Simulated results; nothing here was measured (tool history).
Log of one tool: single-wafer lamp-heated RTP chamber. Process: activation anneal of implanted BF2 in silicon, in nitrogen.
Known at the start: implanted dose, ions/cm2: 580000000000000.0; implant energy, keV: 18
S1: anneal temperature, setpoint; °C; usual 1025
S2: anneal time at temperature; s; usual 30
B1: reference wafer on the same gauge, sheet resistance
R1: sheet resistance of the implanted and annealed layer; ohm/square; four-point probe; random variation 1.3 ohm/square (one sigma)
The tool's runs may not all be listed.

run     day    S1  S2      B1      R1
  1   0.000  1025  30  228.00  233.73
      1.146  -- pyrometer window cleaned and pyrometer calibrated
      2.125  -- reflector plate cleaned
  2   7.717  1025  30  230.23  236.79
  3  10.671  1025  30  230.61  237.06
  4  12.358  1043  40  230.37  223.47
     13.108  -- reflector plate cleaned
     14.388  -- pyrometer window cleaned and pyrometer calibrated
  5  15.171  1043  40  230.42  225.86
  6  17.733  1043  40  232.17  225.98
  7  20.088  1025  30  232.55  240.61
  8  21.225  1025  30  232.48  239.61
     22.179  -- reflector plate cleaned
  9  22.883  1025  30  232.69  240.99
     24.988  -- pyrometer window cleaned and pyrometer calibrated
 10  25.562  1025  30  233.48  242.00
 11  28.067  1025  30  233.55  241.84
 12  29.333  1025  30  234.49  242.84
     29.588  -- gauge calibrated
     31.396  -- reflector plate cleaned
 13  31.458  1049  25  226.23  223.57
 14  33.133  1025  30  227.31  236.87
 15  35.817  1042  24  227.36  229.72
     36.558  -- pyrometer window cleaned and pyrometer calibrated
 16  38.104  1009  37  228.10  241.63
 17  39.650  1016  44  228.71  235.24

The next listed run, before its measurement:
 18  41.138  1008  44   ?   ?

Run 18 gave B1 229.08, R1 242.93 ohm/square.
Without the tool's hidden state the same run would have given R1 239.79 ohm/square.
